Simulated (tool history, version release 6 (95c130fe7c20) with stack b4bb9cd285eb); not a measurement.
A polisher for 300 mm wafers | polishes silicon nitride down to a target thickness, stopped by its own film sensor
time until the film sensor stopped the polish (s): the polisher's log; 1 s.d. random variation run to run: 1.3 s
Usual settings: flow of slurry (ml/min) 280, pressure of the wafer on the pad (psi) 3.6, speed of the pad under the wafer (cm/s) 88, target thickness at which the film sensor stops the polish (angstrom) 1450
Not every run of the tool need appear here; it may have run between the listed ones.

run,day,flow of slurry (ml/min),pressure of the wafer on the pad (psi),speed of the pad under the wafer (cm/s),target thickness at which the film sensor stops the polish (angstrom),"incoming thickness of the incoming film, nm",time until the film sensor stopped the polish (s)
1,0,280,3.6,88,1450,336.3,117.5
2,0.454,280,3.6,88,1450,340.1,119.3
3,0.721,280,3.6,88,1450,346.5,123.6
4,1.008,280,3.6,88,1450,336.1,115.9
5,1.708,280,3.6,88,1450,339.3,118.4
6,2.221,220,3.6,88,1450,335.9,119.9
# day 2.625: worn pad replaced by a new one
7,2.867,220,3.6,88,1450,342.1,126
8,3.388,280,3.6,88,1450,338.4,117.2
9,5.321,280,3.6,88,1450,337.2,115.4
10,5.671,280,3.6,104,1450,336.5,102.9
11,5.967,280,3.6,88,1450,341.4,119.8
12,6.304,215,3.6,88,1450,337.5,122.3
# day 6.567: head pressure recalibrated
13,6.975,280,3.6,78,1450,344.5,132.8
14,7.696,340,3.6,106,1450,336.7,101.4
# day 7.867: slurry nozzle cleaned
# day 8.25: worn pad replaced by a new one
15,8.271,305,4.6,116,1450,339.5,76
16,8.742,280,2.8,112,1690,344.7,112.1
17,9.333,280,3.6,110,1090,340.1,118.1
18,9.85,280,3.6,88,1450,339.3,119.3
19,10.4,280,4.7,64,1240,341.3,129.8
20,11.058,340,3.6,106,1450,334.8,99.4
21,11.704,230,4.1,104,1450,344.5,99.9
22,12.204,280,3.1,110,790,343.7,157.2
23,12.492,340,3.6,88,1870,338.8,91.5

Forecast run 24:
24,12.783,220,2.9,88,1720,336,?

{"run 24": {"time until the film sensor stopped the polish (s)": 127.5}}
With the hidden condition absent and the run-to-run variation left alone, this run would have shown time until the film sensor stopped the polish (s) 127.5.
